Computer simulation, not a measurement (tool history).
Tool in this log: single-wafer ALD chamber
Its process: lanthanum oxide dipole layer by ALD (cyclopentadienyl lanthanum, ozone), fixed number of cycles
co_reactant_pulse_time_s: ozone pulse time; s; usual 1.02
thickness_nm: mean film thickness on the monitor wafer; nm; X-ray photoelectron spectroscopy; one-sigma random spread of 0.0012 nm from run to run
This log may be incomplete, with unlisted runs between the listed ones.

run,day,co_reactant_pulse_time_s,"read-back reference wafer on the same gauge, thickness_nm",thickness_nm
1,0.000,1.02,0.546,0.484
2,2.150,1.25,0.546,0.520
3,3.408,1.25,0.546,0.522
# day 4.438: gauge calibrated
4,4.558,1.25,0.546,0.519
# day 6.238: ozone generator serviced
5,6.962,1.02,0.546,0.490
6,9.929,1.02,0.546,0.488
7,11.212,1.02,0.546,0.486
8,13.129,0.93,0.546,0.467
# day 14.729: showerhead replaced
9,14.750,1.17,0.546,0.514
10,16.238,1.30,0.546,0.527
11,17.638,0.91,0.546,0.458
12,20.550,0.69,0.546,0.375
13,23.162,1.02,0.546,0.485
14,25.762,1.02,0.546,0.485
15,28.333,0.65,0.546,0.351
16,29.721,1.31,0.546,0.525
17,31.933,1.02,0.546,0.482
18,34.608,1.14,0.546,0.508
19,36.988,1.28,0.546,0.526
# day 37.367: thermocouple changed; heater temperature recalibrated
20,38.908,1.20,0.546,0.514
21,40.454,1.02,0.546,0.482
22,42.508,0.70,0.546,0.377
23,44.554,0.86,0.546,0.441
24,47.396,0.84,0.546,0.434
25,49.254,0.78,0.546,0.410
26,52.154,1.02,0.546,0.479
27,54.167,1.32,0.546,0.525
28,57.142,1.02,0.546,0.483
29,58.596,1.21,0.546,0.513
30,61.033,1.02,0.546,0.481
31,62.321,1.32,0.546,0.528
32,64.900,1.02,0.546,0.479
33,66.542,1.21,0.546,0.514

Each row is a separate what-if for the run after 33, all from the same tool condition, not one after another. Results?
A,66.558,1.33,?,?
B,66.558,0.73,?,?
C,66.558,0.88,?,?
D,66.558,1.24,?,?
E,66.558,0.63,?,?

run,"read-back reference wafer on the same gauge, thickness_nm",thickness_nm
A,0.546,0.530
B,0.546,0.391
C,0.546,0.448
D,0.546,0.520
E,0.546,0.339
What these runs would have given with no unlogged condition in the tool:
run,thickness_nm
A,0.535
B,0.403
C,0.458
D,0.527
E,0.350
